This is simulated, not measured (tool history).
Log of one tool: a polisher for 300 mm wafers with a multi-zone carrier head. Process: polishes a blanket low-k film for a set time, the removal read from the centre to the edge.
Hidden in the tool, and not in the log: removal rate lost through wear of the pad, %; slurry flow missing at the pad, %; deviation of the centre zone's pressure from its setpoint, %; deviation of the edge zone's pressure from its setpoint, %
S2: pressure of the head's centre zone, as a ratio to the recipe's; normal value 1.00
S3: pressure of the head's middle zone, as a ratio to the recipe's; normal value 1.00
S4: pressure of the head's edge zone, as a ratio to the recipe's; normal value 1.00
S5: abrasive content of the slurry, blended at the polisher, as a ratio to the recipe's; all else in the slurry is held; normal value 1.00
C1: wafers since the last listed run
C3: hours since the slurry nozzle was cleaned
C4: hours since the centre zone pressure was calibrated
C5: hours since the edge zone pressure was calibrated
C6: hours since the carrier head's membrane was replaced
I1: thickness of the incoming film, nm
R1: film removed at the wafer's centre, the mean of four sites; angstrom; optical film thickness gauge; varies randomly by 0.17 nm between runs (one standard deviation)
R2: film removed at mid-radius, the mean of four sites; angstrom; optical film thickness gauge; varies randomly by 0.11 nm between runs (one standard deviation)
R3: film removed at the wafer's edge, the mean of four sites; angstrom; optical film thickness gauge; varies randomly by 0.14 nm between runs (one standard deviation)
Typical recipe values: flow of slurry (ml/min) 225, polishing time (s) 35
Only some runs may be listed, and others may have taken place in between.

run 1 hour=0.0 | flow_of_slurry_(ml/min)=225 S2=1.00 S3=1.00 S4=1.00 S5=1.00 polishing_time_(s)=35 | C1=0 wafers_polished_on_this_pad=698 C3=310.4 C4=778.9 C5=1192.5 C6=564.8 | I1=415.7 | R1=115 R2=118 R3=124
run 2 hour=11.1 | flow_of_slurry_(ml/min)=225 S2=1.00 S3=1.00 S4=1.00 S5=1.00 polishing_time_(s)=35 | C1=77 wafers_polished_on_this_pad=775 C3=321.5 C4=790.0 C5=1203.6 C6=575.9 | I1=405.4 | R1=116 R2=115 R3=120
run 3 hour=24.8 | flow_of_slurry_(ml/min)=225 S2=1.00 S3=1.06 S4=1.00 S5=1.00 polishing_time_(s)=35 | C1=95 wafers_polished_on_this_pad=870 C3=335.2 C4=803.7 C5=1217.3 C6=589.6 | I1=415.7 | R1=117 R2=120 R3=123
run 4 hour=51.3 | flow_of_slurry_(ml/min)=225 S2=1.00 S3=1.06 S4=1.00 S5=1.00 polishing_time_(s)=35 | C1=184 wafers_polished_on_this_pad=1054 C3=361.7 C4=830.2 C5=1243.8 C6=616.1 | I1=412.9 | R1=116 R2=121 R3=118
run 5 hour=58.9 | flow_of_slurry_(ml/min)=225 S2=1.00 S3=1.00 S4=1.00 S5=1.00 polishing_time_(s)=35 | C1=52 wafers_polished_on_this_pad=1107 C3=369.3 C4=837.8 C5=1251.4 C6=623.7 | I1=408.2 | R1=113 R2=114 R3=117
run 6 hour=66.4 | flow_of_slurry_(ml/min)=225 S2=1.00 S3=1.00 S4=1.00 S5=1.00 polishing_time_(s)=35 | C1=52 wafers_polished_on_this_pad=1159 C3=376.8 C4=845.3 C5=1258.9 C6=631.2 | I1=408.0 | R1=115 R2=115 R3=119
run 7 hour=72.8 | flow_of_slurry_(ml/min)=225 S2=1.00 S3=1.00 S4=0.91 S5=1.00 polishing_time_(s)=35 | C1=44 wafers_polished_on_this_pad=1204 C3=383.2 C4=851.7 C5=1265.3 C6=637.6 | I1=413.8 | R1=114 R2=114 R3=113
-- hour=90.0 worn pad replaced by a new one
-- hour=90.6 carrier head's membrane replaced by a new one, of another model than before
run 8 hour=91.1 | flow_of_slurry_(ml/min)=225 S2=1.00 S3=1.00 S4=0.91 S5=1.00 polishing_time_(s)=35 | C1=95 wafers_polished_on_this_pad=3 C3=401.5 C4=870.0 C5=1283.6 C6=0.5 | I1=412.5 | R1=113 R2=111 R3=109
run 9 hour=98.7 | flow_of_slurry_(ml/min)=225 S2=1.00 S3=1.00 S4=0.91 S5=1.00 polishing_time_(s)=35 | C1=52 wafers_polished_on_this_pad=56 C3=409.1 C4=877.6 C5=1291.2 C6=8.1 | I1=408.7 | R1=111 R2=114 R3=109
run 10 hour=113.2 | flow_of_slurry_(ml/min)=225 S2=1.00 S3=1.09 S4=1.00 S5=1.00 polishing_time_(s)=35 | C1=100 wafers_polished_on_this_pad=157 C3=423.6 C4=892.1 C5=1305.7 C6=22.6 | I1=412.8 | R1=110 R2=117 R3=118
run 11 hour=123.6 | flow_of_slurry_(ml/min)=225 S2=1.00 S3=1.00 S4=1.00 S5=0.70 polishing_time_(s)=35 | C1=72 wafers_polished_on_this_pad=229 C3=434.0 C4=902.5 C5=1316.1 C6=33.0 | I1=410.2 | R1=94 R2=94 R3=100
-- hour=133.4 slurry nozzle cleaned
run 12 hour=135.8 | flow_of_slurry_(ml/min)=225 S2=1.00 S3=1.00 S4=1.00 S5=1.00 polishing_time_(s)=35 | C1=77 wafers_polished_on_this_pad=307 C3=2.4 C4=914.7 C5=1328.3 C6=45.2 | I1=411.2 | R1=125 R2=125 R3=128
run 13 hour=146.9 | flow_of_slurry_(ml/min)=225 S2=1.05 S3=1.00 S4=1.00 S5=1.25 polishing_time_(s)=35 | C1=77 wafers_polished_on_this_pad=384 C3=13.5 C4=925.8 C5=1339.4 C6=56.3 | I1=411.2 | R1=145 R2=136 R3=141
run 14 hour=153.8 | flow_of_slurry_(ml/min)=225 S2=1.00 S3=1.00 S4=1.11 S5=1.00 polishing_time_(s)=35 | C1=47 wafers_polished_on_this_pad=432 C3=20.4 C4=932.7 C5=1346.3 C6=63.2 | I1=417.6 | R1=127 R2=126 R3=139
-- hour=158.1 centre zone pressure recalibrated
-- hour=172.7 edge zone pressure recalibrated
run 15 hour=173.2 | flow_of_slurry_(ml/min)=225 S2=1.00 S3=1.00 S4=1.00 S5=1.00 polishing_time_(s)=35 | C1=107 wafers_polished_on_this_pad=539 C3=39.8 C4=15.1 C5=0.5 C6=82.6 | I1=406.6 | R1=125 R2=124 R3=127
run 16 hour=184.3 | flow_of_slurry_(ml/min)=165 S2=1.00 S3=1.00 S4=1.00 S5=1.00 polishing_time_(s)=35 | C1=77 wafers_polished_on_this_pad=616 C3=50.9 C4=26.2 C5=11.6 C6=93.7 | I1=407.7 | R1=119 R2=116 R3=124
run 17 hour=197.3 | flow_of_slurry_(ml/min)=225 S2=1.04 S3=1.00 S4=1.00 S5=1.00 polishing_time_(s)=25 | C1=90 wafers_polished_on_this_pad=706 C3=63.9 C4=39.2 C5=24.6 C6=106.7 | I1=408.1 | R1=92 R2=90 R3=89
run 18 hour=204.6 | flow_of_slurry_(ml/min)=225 S2=1.00 S3=1.00 S4=1.00 S5=1.00 polishing_time_(s)=35 | C1=50 wafers_polished_on_this_pad=757 C3=71.2 C4=46.5 C5=31.9 C6=114.0 | I1=411.1 | R1=124 R2=125 R3=128
run 19 hour=214.3 | flow_of_slurry_(ml/min)=225 S2=1.12 S3=1.00 S4=1.00 S5=1.00 polishing_time_(s)=35 | C1=67 wafers_polished_on_this_pad=825 C3=80.9 C4=56.2 C5=41.6 C6=123.7 | I1=411.5 | R1=134 R2=123 R3=125

What does the tool deliver on the next run?
run 20 hour=226.0 | flow_of_slurry_(ml/min)=225 S2=1.00 S3=1.00 S4=1.00 S5=1.00 polishing_time_(s)=46 | C1=81 wafers_polished_on_this_pad=906 C3=92.6 C4=67.9 C5=53.3 C6=135.4 | I1=405.7 | R1=? R2=? R3=?

Run 20 gave R1 165 angstrom, R2 161 angstrom, R3 169 angstrom.
With the hidden condition absent and the run-to-run variation left alone, this run would have shown R1 169 angstrom, R2 164 angstrom, R3 171 angstrom.
